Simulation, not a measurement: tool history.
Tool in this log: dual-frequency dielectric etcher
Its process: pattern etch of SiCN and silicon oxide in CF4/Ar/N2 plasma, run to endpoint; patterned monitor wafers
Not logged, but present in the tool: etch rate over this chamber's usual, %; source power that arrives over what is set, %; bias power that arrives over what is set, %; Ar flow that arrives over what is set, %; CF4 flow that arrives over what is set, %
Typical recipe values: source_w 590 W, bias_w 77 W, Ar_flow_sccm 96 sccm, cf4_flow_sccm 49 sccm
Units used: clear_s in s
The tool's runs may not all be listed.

| run | day | source_w | bias_w | Ar_flow_sccm | cf4_flow_sccm | wafers since the last listed run | hours since the last wet clean | hours since the last source power generator calibration | hours since the last bias power generator calibration | hours since the last Ar flow controller change | hours since the last CF4 flow controller change | hours since the last upper electrode change | incoming incoming film thickness, nm | clear_s |
|---|---|---|---|---|---|---|---|---|---|---|---|---|---|---|
| 1 | 0 | 590 | 77 | 96 | 49 | 0 | 15.2 | 4802.9 | 1628.7 | 1373.4 | 4685 | 2630.8 | 8.91 | 7.9 |
| 2 | 1.408 | 590 | 77 | 96 | 49 | 268 | 49 | 4836.7 | 1662.5 | 1407.2 | 4718.8 | 2664.6 | 8.89 | 8 |
| 3 | 3.104 | 590 | 59 | 115 | 49 | 323 | 89.7 | 4877.4 | 1703.2 | 1447.9 | 4759.5 | 2705.3 | 8.97 | 8.8 |
| 4 | 5.658 | 700 | 65 | 96 | 49 | 486 | 151 | 4938.7 | 1764.5 | 1509.2 | 4820.8 | 2766.6 | 8.89 | 6.8 |
| 5 | 14.517 | 590 | 77 | 96 | 49 | 1687 | 363.6 | 5151.3 | 1977.1 | 1721.8 | 5033.4 | 2979.2 | 8.85 | 7.8 |
|  | 16.525 | source power generator calibrated |
| 6 | 17.017 | 460 | 72 | 96 | 40 | 444 | 423.6 | 11.8 | 2037.1 | 1781.8 | 5093.4 | 3039.2 | 8.82 | 11.2 |
| 7 | 19.2 | 590 | 77 | 96 | 49 | 416 | 476 | 64.2 | 2089.5 | 1834.2 | 5145.8 | 3091.6 | 8.95 | 8.1 |
| 8 | 21.212 | 450 | 60 | 82 | 60 | 383 | 524.3 | 112.5 | 2137.8 | 1882.5 | 5194.1 | 3139.9 | 8.88 | 11.3 |
|  | 22.521 | wet clean of the chamber |
| 9 | 22.675 | 590 | 77 | 89 | 49 | 88 | 3.7 | 147.6 | 2172.9 | 1917.6 | 5229.2 | 3175 | 8.84 | 8 |
| 10 | 24.496 | 590 | 77 | 96 | 49 | 346 | 47.4 | 191.3 | 2216.6 | 1961.3 | 5272.9 | 3218.7 | 8.85 | 8.2 |
|  | 26.321 | bias power generator calibrated |
| 11 | 26.342 | 590 | 77 | 96 | 49 | 319 | 91.7 | 235.6 | 0.5 | 2005.6 | 5317.2 | 3263 | 8.9 | 8.2 |
| 12 | 28.275 | 590 | 77 | 96 | 49 | 368 | 138.1 | 282 | 46.9 | 2052 | 5363.6 | 3309.4 | 8.78 | 8.1 |
| 13 | 30.812 | 590 | 77 | 87 | 49 | 483 | 199 | 342.9 | 107.8 | 2112.9 | 5424.5 | 3370.3 | 8.99 | 8 |
| 14 | 31.908 | 590 | 77 | 96 | 49 | 208 | 225.3 | 369.2 | 134.1 | 2139.2 | 5450.8 | 3396.6 | 8.84 | 8.1 |
|  | 32.275 | source power generator calibrated, repeated, since the last time left the tool worse |
|  | 34.425 | CF4 flow controller replaced |
| 15 | 34.833 | 460 | 77 | 76 | 49 | 477 | 295.5 | 61.4 | 204.3 | 2209.4 | 9.8 | 3466.8 | 8.91 | 9.7 |
| 16 | 37.617 | 550 | 77 | 96 | 49 | 530 | 362.3 | 128.2 | 271.1 | 2276.2 | 76.6 | 3533.6 | 8.94 | 8.3 |
| 17 | 40.071 | 460 | 85 | 96 | 49 | 467 | 421.2 | 187.1 | 330 | 2335.1 | 135.5 | 3592.5 | 8.96 | 9.9 |
|  | 41.238 | wet clean of the chamber |
|  | 41.975 | upper electrode replaced |
| 18 | 41.996 | 590 | 77 | 96 | 49 | 35 | 18.2 | 233.3 | 376.2 | 2381.3 | 181.7 | 0.5 | 8.91 | 7.7 |
|  | 42.988 | Ar flow controller replaced |
| 19 | 49.342 | 690 | 69 | 116 | 45 | 1352 | 194.5 | 409.6 | 552.5 | 152.5 | 358 | 176.8 | 8.94 | 6.9 |
| 20 | 51.854 | 590 | 88 | 96 | 61 | 478 | 254.8 | 469.9 | 612.8 | 212.8 | 418.3 | 237.1 | 9.01 | 7.3 |
| 21 | 54.383 | 480 | 96 | 96 | 49 | 481 | 315.5 | 530.6 | 673.5 | 273.5 | 479 | 297.8 | 8.86 | 9.1 |
| 22 | 59.4 | 590 | 77 | 96 | 49 | 955 | 435.9 | 651 | 793.9 | 393.9 | 599.4 | 418.2 | 8.86 | 7.5 |
|  | 61.417 | wet clean of the chamber |
| 23 | 61.992 | 590 | 95 | 85 | 49 | 303 | 13.8 | 713.2 | 856.1 | 456.1 | 661.6 | 480.4 | 8.91 | 7.1 |
| 24 | 63.425 | 590 | 87 | 96 | 49 | 273 | 48.2 | 747.6 | 890.5 | 490.5 | 696 | 514.8 | 8.88 | 7.4 |
| 25 | 66.042 | 660 | 77 | 104 | 40 | 498 | 111 | 810.4 | 953.3 | 553.3 | 758.8 | 577.6 | 8.84 | 7 |

3 options for the next run, each taken on its own from the tool as it stands now. Forecast them:
| A | 66.058 | 590 | 77 | 120 | 49 | 3 | 111.4 | 810.8 | 953.7 | 553.7 | 759.2 | 578 | 8.89 | ? |
| B | 66.058 | 590 | 77 | 96 | 40 | 3 | 111.4 | 810.8 | 953.7 | 553.7 | 759.2 | 578 | 8.89 | ? |
| C | 66.058 | 590 | 77 | 110 | 49 | 3 | 111.4 | 810.8 | 953.7 | 553.7 | 759.2 | 578 | 8.89 | ? |

| run | clear_s |
|---|---|
| A | 8 |
| B | 7.8 |
| C | 7.9 |
Without the tool's unlogged condition, the same runs would have read:
| run | clear_s |
|---|---|
| A | 8 |
| B | 7.8 |
| C | 7.8 |

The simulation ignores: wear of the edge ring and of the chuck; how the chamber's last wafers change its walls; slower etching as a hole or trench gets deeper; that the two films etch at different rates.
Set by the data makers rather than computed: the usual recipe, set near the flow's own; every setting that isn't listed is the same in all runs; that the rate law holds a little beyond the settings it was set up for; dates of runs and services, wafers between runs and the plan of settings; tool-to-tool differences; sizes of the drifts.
